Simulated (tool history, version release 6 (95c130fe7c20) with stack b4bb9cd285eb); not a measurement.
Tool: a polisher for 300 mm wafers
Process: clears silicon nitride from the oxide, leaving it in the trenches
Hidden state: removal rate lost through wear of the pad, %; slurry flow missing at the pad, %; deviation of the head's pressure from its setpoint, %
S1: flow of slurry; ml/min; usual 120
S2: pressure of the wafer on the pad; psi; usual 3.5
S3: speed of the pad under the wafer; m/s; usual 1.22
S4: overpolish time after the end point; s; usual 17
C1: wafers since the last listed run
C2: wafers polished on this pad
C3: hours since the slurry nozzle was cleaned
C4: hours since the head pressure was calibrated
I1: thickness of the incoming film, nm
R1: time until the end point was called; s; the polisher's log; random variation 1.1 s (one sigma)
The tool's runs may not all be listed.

| run | hour | S1 | S2 | S3 | S4 | C1 | C2 | C3 | C4 | I1 | R1 |
|---|---|---|---|---|---|---|---|---|---|---|---|
| 1 | 0.0 | 120 | 3.5 | 1.22 | 17 | 0 | 110 | 284.2 | 774.8 | 151.1 | 123.9 |
| 2 | 6.6 | 120 | 3.5 | 1.22 | 17 | 54 | 165 | 290.8 | 781.4 | 148.9 | 123.3 |
| 3 | 17.6 | 120 | 3.5 | 1.22 | 17 | 90 | 255 | 301.8 | 792.4 | 153.5 | 125.9 |
| 4 | 34.5 | 105 | 3.5 | 1.22 | 17 | 139 | 395 | 318.7 | 809.3 | 150.0 | 130.1 |
| 5 | 45.3 | 120 | 3.5 | 1.22 | 17 | 89 | 484 | 329.5 | 820.1 | 150.8 | 125.1 |
| 6 | 60.3 | 120 | 3.0 | 1.22 | 20 | 123 | 607 | 344.5 | 835.1 | 146.6 | 133.0 |
| 7 | 72.7 | 120 | 3.0 | 1.22 | 20 | 102 | 710 | 356.9 | 847.5 | 148.4 | 132.9 |
| 8 | 85.0 | 120 | 3.0 | 1.22 | 20 | 101 | 811 | 369.2 | 859.8 | 150.3 | 136.1 |
| 9 | 96.8 | 120 | 3.5 | 1.22 | 17 | 97 | 908 | 381.0 | 871.6 | 149.4 | 124.2 |
|  | 102.3 | worn pad replaced by a new one |
| 10 | 110.6 | 120 | 3.5 | 1.22 | 17 | 80 | 68 | 394.8 | 885.4 | 149.0 | 120.8 |
| 11 | 120.5 | 120 | 3.5 | 1.22 | 17 | 81 | 150 | 404.7 | 895.3 | 149.6 | 123.8 |
| 12 | 136.5 | 120 | 3.5 | 1.22 | 17 | 131 | 282 | 420.7 | 911.3 | 152.8 | 126.7 |
| 13 | 154.9 | 120 | 3.5 | 1.22 | 17 | 151 | 433 | 439.1 | 929.7 | 148.7 | 124.3 |
| 14 | 163.3 | 120 | 3.5 | 1.22 | 17 | 69 | 503 | 447.5 | 938.1 | 148.8 | 124.8 |
| 15 | 175.7 | 120 | 3.5 | 1.22 | 17 | 102 | 605 | 459.9 | 950.5 | 152.3 | 125.4 |
| 16 | 187.7 | 120 | 3.5 | 1.22 | 17 | 98 | 704 | 471.9 | 962.5 | 150.3 | 125.5 |
|  | 195.3 | worn pad replaced by a new one |
| 17 | 202.1 | 160 | 3.5 | 0.92 | 17 | 85 | 55 | 486.3 | 976.9 | 149.9 | 156.3 |
|  | 206.8 | head pressure recalibrated |
| 18 | 216.5 | 120 | 3.5 | 1.22 | 17 | 102 | 157 | 500.7 | 9.7 | 149.1 | 124.4 |
| 19 | 233.0 | 135 | 3.5 | 1.08 | 17 | 136 | 293 | 517.2 | 26.2 | 152.2 | 140.3 |
| 20 | 243.0 | 120 | 3.5 | 1.52 | 9 | 82 | 376 | 527.2 | 36.2 | 149.3 | 101.4 |
| 21 | 249.1 | 120 | 3.5 | 1.22 | 17 | 50 | 426 | 533.3 | 42.3 | 151.7 | 126.2 |
| 22 | 257.5 | 110 | 4.2 | 1.54 | 17 | 69 | 495 | 541.7 | 50.7 | 147.8 | 90.8 |
| 23 | 273.6 | 120 | 3.5 | 1.22 | 17 | 132 | 628 | 557.8 | 66.8 | 149.6 | 124.6 |
| 24 | 289.7 | 120 | 3.5 | 1.22 | 17 | 132 | 761 | 573.9 | 82.9 | 151.4 | 128.7 |
| 25 | 305.2 | 120 | 3.5 | 1.22 | 17 | 127 | 889 | 589.4 | 98.4 | 148.9 | 126.7 |
|  | 320.7 | worn pad replaced by a new one |
| 26 | 322.9 | 155 | 2.7 | 1.48 | 8 | 112 | 18 | 607.1 | 116.1 | 149.2 | 111.6 |
|  | 328.7 | slurry nozzle cleaned |
| 27 | 334.3 | 120 | 4.0 | 0.90 | 11 | 85 | 104 | 5.6 | 127.5 | 150.8 | 172.9 |
| 28 | 342.5 | 100 | 3.5 | 1.22 | 9 | 67 | 171 | 13.8 | 135.7 | 150.9 | 147.6 |
| 29 | 348.6 | 135 | 4.6 | 1.22 | 13 | 50 | 221 | 19.9 | 141.8 | 148.2 | 109.3 |
| 30 | 390.5 | 120 | 3.5 | 1.22 | 27 | 345 | 567 | 61.8 | 183.7 | 150.4 | 136.2 |
|  | 397.2 | slurry nozzle cleaned, repeated, since the last time left the tool worse |
|  | 418.6 | worn pad replaced by a new one |
| 31 | 430.9 | 155 | 2.9 | 1.22 | 17 | 291 | 100 | 33.7 | 224.1 | 150.9 | 130.0 |
| 32 | 482.8 | 140 | 3.5 | 1.22 | 23 | 427 | 528 | 85.6 | 276.0 | 150.9 | 118.9 |

Forecast each of these 5 alternatives for the next run:
| A | 483.3 | 120 | 3.5 | 1.22 | 11 | 4 | 532 | 86.1 | 276.5 | 149.0 | ? |
| B | 483.3 | 90 | 2.7 | 1.36 | 17 | 4 | 532 | 86.1 | 276.5 | 149.0 | ? |
| C | 483.3 | 140 | 2.9 | 1.22 | 17 | 4 | 532 | 86.1 | 276.5 | 149.0 | ? |
| D | 483.3 | 110 | 3.5 | 1.22 | 17 | 4 | 532 | 86.1 | 276.5 | 149.0 | ? |
| E | 483.3 | 120 | 2.6 | 0.94 | 21 | 4 | 532 | 86.1 | 276.5 | 149.0 | ? |

| run | R1 |
|---|---|
| A | 121.0 |
| B | 136.4 |
| C | 130.4 |
| D | 123.7 |
| E | 185.7 |
Without the tool's hidden state the same runs would have given:
| run | R1 |
|---|---|
| A | 120.2 |
| B | 135.1 |
| C | 129.6 |
| D | 122.7 |
| E | 184.4 |

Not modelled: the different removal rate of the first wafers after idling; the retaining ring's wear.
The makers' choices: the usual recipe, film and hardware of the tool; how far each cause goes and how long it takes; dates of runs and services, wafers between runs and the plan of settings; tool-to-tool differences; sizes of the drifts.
